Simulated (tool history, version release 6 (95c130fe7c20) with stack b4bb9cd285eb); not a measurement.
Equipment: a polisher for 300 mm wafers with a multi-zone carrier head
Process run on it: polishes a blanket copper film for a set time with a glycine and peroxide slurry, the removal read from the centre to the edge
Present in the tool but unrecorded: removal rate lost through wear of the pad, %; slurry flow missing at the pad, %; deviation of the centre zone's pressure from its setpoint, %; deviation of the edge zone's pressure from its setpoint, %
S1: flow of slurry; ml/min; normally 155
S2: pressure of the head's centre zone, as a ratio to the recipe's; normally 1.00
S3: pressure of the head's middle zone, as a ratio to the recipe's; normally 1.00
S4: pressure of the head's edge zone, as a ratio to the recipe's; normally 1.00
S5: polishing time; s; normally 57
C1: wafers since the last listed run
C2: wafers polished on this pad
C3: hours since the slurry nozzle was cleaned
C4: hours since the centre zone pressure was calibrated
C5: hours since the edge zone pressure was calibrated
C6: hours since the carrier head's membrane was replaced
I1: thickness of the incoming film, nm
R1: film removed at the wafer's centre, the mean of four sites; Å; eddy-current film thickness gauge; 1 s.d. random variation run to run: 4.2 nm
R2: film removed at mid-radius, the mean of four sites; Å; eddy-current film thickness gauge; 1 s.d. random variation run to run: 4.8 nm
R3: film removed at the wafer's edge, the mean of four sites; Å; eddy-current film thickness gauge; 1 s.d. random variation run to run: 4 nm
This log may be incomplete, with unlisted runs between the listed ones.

run	day	S1	S2	S3	S4	S5	C1	C2	C3	C4	C5	C6	I1	R1	R2	R3
1	0.000	185	1.00	0.96	1.00	57	0	4059	399.2	164.9	463.4	356.8	1017.5	4184	4209	4174
2	3.550	155	1.00	0.92	1.00	57	842	4901	484.4	250.1	548.6	442.0	1028.8	4004	3842	4082
3	7.038	155	1.05	1.00	1.00	57	827	5728	568.1	333.8	632.3	525.7	1022.4	4123	3961	4029
4	10.546	155	1.00	1.00	1.00	57	832	6561	652.3	418.0	716.5	609.9	1044.6	3995	3931	4009
# day 14.083: slurry nozzle cleaned
5	14.988	115	1.00	1.00	1.06	42	1043	7605	21.7	524.6	823.1	716.5	1037.6	2828	2773	2970
6	17.875	155	1.00	1.07	1.00	41	685	8290	91.0	593.9	892.4	785.8	1027.2	2945	3078	2934
# day 18.288: edge zone pressure recalibrated
# day 20.546: worn pad replaced by a new one
7	21.317	120	1.00	1.00	1.00	57	757	183	173.6	676.5	72.7	868.4	1030.3	3818	3815	3884
8	25.596	205	1.00	1.00	1.00	57	1015	1198	276.3	779.2	175.4	971.1	1026.0	4319	4211	4307
9	27.575	155	1.08	1.06	1.00	57	469	1667	323.8	826.7	222.9	1018.6	1043.4	4223	4181	4114
10	31.338	155	1.00	1.05	1.00	57	892	2560	414.1	917.0	313.2	1108.9	1022.5	4098	4071	4045
# day 40.321: centre zone pressure recalibrated
11	43.092	155	1.00	1.00	1.00	57	2768	5329	696.2	66.5	595.3	1391.0	1028.5	3875	3966	3983
# day 43.312: carrier head's membrane replaced by a new one
# day 45.779: slurry nozzle cleaned
12	46.692	125	0.93	1.00	1.04	57	794	6123	21.9	152.9	681.7	81.1	1040.3	3778	3927	4136
13	48.617	155	1.00	1.00	1.00	57	456	6580	68.1	199.1	727.9	127.3	1015.3	4169	4239	4121
# day 48.817: worn pad replaced by a new one
14	52.983	155	1.00	0.89	0.96	57	996	988	172.9	303.9	832.7	232.1	1036.9	4173	3845	3927
# day 54.996: edge zone pressure recalibrated
15	56.146	155	1.00	1.00	1.00	57	730	1719	248.8	379.8	27.6	308.0	1015.1	4124	4127	4057
16	58.538	205	0.90	1.00	1.00	65	567	2286	306.2	437.2	85.0	365.4	1038.9	4666	4824	4838
17	63.538	155	1.00	1.00	1.00	57	1186	3472	426.2	557.2	205.0	485.4	1025.7	4031	4072	3997
18	67.758	155	1.00	1.00	1.00	46	1001	4474	527.5	658.5	306.3	586.7	1041.5	3268	3284	3315
19	70.429	155	1.00	0.89	1.00	57	633	5107	591.6	722.6	370.4	650.8	1030.4	3954	3721	3986
# day 79.342: slurry nozzle cleaned
# day 81.575: worn pad replaced by a new one
20	83.862	205	1.00	1.00	1.10	57	3137	542	108.5	1045.0	692.8	973.2	1025.1	4292	4283	4512
21	87.704	120	1.00	1.08	1.00	57	911	1454	200.7	1137.2	785.0	1065.4	1025.1	3803	3890	3902
# day 88.688: edge zone pressure recalibrated
22	89.496	140	1.00	1.04	0.95	39	405	1859	243.7	1180.2	19.4	1108.4	1031.7	2736	2742	2652

Measured less the same run without the tool's hidden state. The same run-to-run variation is in both; the gauge's scatter may not be:
run	R1	R2	R3
1	-107	-96	-69
2	-153	-130	-98
3	-188	-159	-115
4	-213	-185	-133
5	-41	-36	-26
6	-45	-41	-29
7	-106	-94	-65
8	-91	-80	-60
9	-137	-120	-84
10	-163	-144	-102
11	-260	-234	-166
12	-38	-35	-25
13	-46	-41	-29
14	-75	-61	-45
15	-96	-86	-61
16	-96	-88	-66
17	-151	-135	-94
18	-151	-134	-97
19	-207	-172	-130
20	-39	-34	-27
21	-94	-84	-58
22	-66	-58	-40
